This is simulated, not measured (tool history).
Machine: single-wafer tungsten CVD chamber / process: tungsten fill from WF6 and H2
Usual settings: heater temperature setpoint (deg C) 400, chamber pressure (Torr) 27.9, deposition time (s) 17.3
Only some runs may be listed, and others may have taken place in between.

run	hour	heater temperature setpoint (deg C)	chamber pressure (Torr)	deposition time (s)	read-back reference wafer on the same gauge, thickness_nm	mean film thickness on the monitor wafer (angstrom)
1	0	400	32.4	18.3	51.81	543.27
2	10	400	32.4	18.3	51.806	543.4
3	20.5	400	32.4	18.3	51.807	542.24
4	32.2	400	27.9	17.3	51.799	463.84
5	44	400	27.9	17.3	51.796	464.23
6	60.6	400	27.9	17.3	51.778	464.51
7	75.8	400	27.9	17.3	51.809	464.97
8	89	406	27.9	17.3	51.8	509.65
# hour 91.4: gauge calibrated
9	99.5	406	27.9	17.3	51.778	509.68
# hour 119.8: showerhead replaced
# hour 124.4: thermocouple changed; heater temperature recalibrated
10	124.9	406	27.9	17.3	51.788	509.5
11	128.3	400	27.9	17.3	51.778	462.99
12	138.5	400	27.9	17.3	51.79	463.98
13	148	409	27.9	17.3	51.805	534.45
14	155.6	414	32.2	18.7	51.833	683.5
15	162.3	411	27.9	20.1	51.806	642.21
16	173.6	400	27.9	17.3	51.798	466.04
17	186.5	387	27.9	17.3	51.802	374.04
18	193.4	386	27.9	20.4	51.794	433.48
# hour 204.4: capacitance manometer re-zeroed and calibrated
19	204.9	388	34.8	18.6	51.817	472.17
20	220	392	29.9	17.3	51.78	424.45
21	235.8	406	34.7	16.3	51.786	551.76
22	247.5	400	32.6	14.9	51.815	443.45
23	259.7	388	27.9	18.2	51.802	400.69
24	267.5	391	26.1	15.2	51.808	335.37
25	284.1	400	27.9	17.3	51.799	464.2

Branching from run 25: 5 alternative next runs. What would each branch give?
A	284.5	400	27.9	14.2	?	?
B	284.5	400	21.7	15.5	?	?
C	284.5	400	27.9	19.2	?	?
D	284.5	389	21.2	17.3	?	?
E	284.5	400	23.7	19.5	?	?

run	read-back reference wafer on the same gauge, thickness_nm	mean film thickness on the monitor wafer (angstrom)
A	51.806	381.08
B	51.806	346.61
C	51.806	515.94
D	51.806	316.72
E	51.806	466.82
What these runs would have given with no unlogged condition in the tool:
run	mean film thickness on the monitor wafer (angstrom)
A	381.08
B	346.61
C	515.94
D	316.72
E	466.82

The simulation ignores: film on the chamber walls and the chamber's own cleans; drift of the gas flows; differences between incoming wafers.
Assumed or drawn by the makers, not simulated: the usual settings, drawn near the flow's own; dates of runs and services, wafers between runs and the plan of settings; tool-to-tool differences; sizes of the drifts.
